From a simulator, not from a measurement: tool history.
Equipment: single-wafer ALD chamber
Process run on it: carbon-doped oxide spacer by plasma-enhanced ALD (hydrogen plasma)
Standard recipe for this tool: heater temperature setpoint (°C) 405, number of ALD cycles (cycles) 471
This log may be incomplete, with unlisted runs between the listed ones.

| run | hour | heater temperature setpoint (°C) | number of ALD cycles (cycles) | wafers since the last listed run | hours since the last thermocouple change | hours since the gauge calibration | read-back reference wafer on the same gauge, thickness_nm | mean film thickness on the monitor wafer (Å) |
|---|---|---|---|---|---|---|---|---|
| 1 | 0 | 397 | 401 | 0 | 469.4 | 354.8 | 17.001 | 173.54 |
| 2 | 79.4 | 405 | 471 | 78 | 548.8 | 434.2 | 17.007 | 199.82 |
| 3 | 167.2 | 401 | 471 | 87 | 636.6 | 522 | 16.993 | 202.73 |
| 4 | 212.1 | 401 | 471 | 44 | 681.5 | 566.9 | 16.992 | 201.53 |
| 5 | 252.7 | 416 | 437 | 40 | 722.1 | 607.5 | 17.003 | 180.21 |
| 6 | 299.9 | 405 | 471 | 46 | 769.3 | 654.7 | 16.999 | 197.96 |
| 7 | 403.9 | 405 | 471 | 103 | 873.3 | 758.7 | 17.006 | 199.03 |
| 8 | 446.3 | 405 | 471 | 42 | 915.7 | 801.1 | 17.011 | 199.11 |
| 9 | 514.3 | 405 | 471 | 67 | 983.7 | 869.1 | 17.011 | 198.23 |
| 10 | 554 | 405 | 471 | 39 | 1023.4 | 908.8 | 17.009 | 199.28 |
| 11 | 592.4 | 405 | 471 | 38 | 1061.8 | 947.2 | 17.016 | 198.64 |
| 12 | 683.4 | 405 | 471 | 90 | 1152.8 | 1038.2 | 17.024 | 197.79 |
| 13 | 750.8 | 413 | 397 | 66 | 1220.2 | 1105.6 | 16.979 | 162.51 |
| 14 | 831.1 | 405 | 471 | 79 | 1300.5 | 1185.9 | 16.981 | 197.19 |
| 15 | 886.5 | 412 | 471 | 55 | 1355.9 | 1241.3 | 17.028 | 192.67 |
|  | 895.5 | gauge calibrated |
|  | 975.9 | thermocouple changed; heater temperature recalibrated |
| 16 | 976.4 | 414 | 525 | 81 | 0.5 | 80.9 | 17.016 | 216.92 |
| 17 | 1061.4 | 405 | 471 | 84 | 85.5 | 165.9 | 17.004 | 199.66 |
| 18 | 1112.6 | 401 | 386 | 50 | 136.7 | 217.1 | 17.028 | 165.78 |
| 19 | 1185.6 | 394 | 523 | 72 | 209.7 | 290.1 | 16.99 | 225.63 |
| 20 | 1229.9 | 399 | 471 | 44 | 254 | 334.4 | 16.988 | 203.52 |
| 21 | 1305.2 | 405 | 471 | 74 | 329.3 | 409.7 | 17.017 | 201.15 |
| 22 | 1379.2 | 394 | 471 | 73 | 403.3 | 483.7 | 17.001 | 202.74 |

What if the next run were any one of these 4? Each begins from the tool's condition after run 22:
| A | 1380.3 | 405 | 471 | 1 | 404.4 | 484.8 | ? | ? |
| B | 1380.3 | 391 | 471 | 1 | 404.4 | 484.8 | ? | ? |
| C | 1380.3 | 400 | 443 | 1 | 404.4 | 484.8 | ? | ? |
| D | 1380.3 | 413 | 471 | 1 | 404.4 | 484.8 | ? | ? |

| run | read-back reference wafer on the same gauge, thickness_nm | mean film thickness on the monitor wafer (Å) |
|---|---|---|
| A | 16.989 | 199.95 |
| B | 16.989 | 203.07 |
| C | 16.989 | 190.83 |
| D | 16.989 | 195.24 |
With the hidden condition removed and each run's random variation left untouched, the same runs would have given:
| run | mean film thickness on the monitor wafer (Å) |
|---|---|
| A | 200.02 |
| B | 203.07 |
| C | 190.9 |
| D | 195.31 |
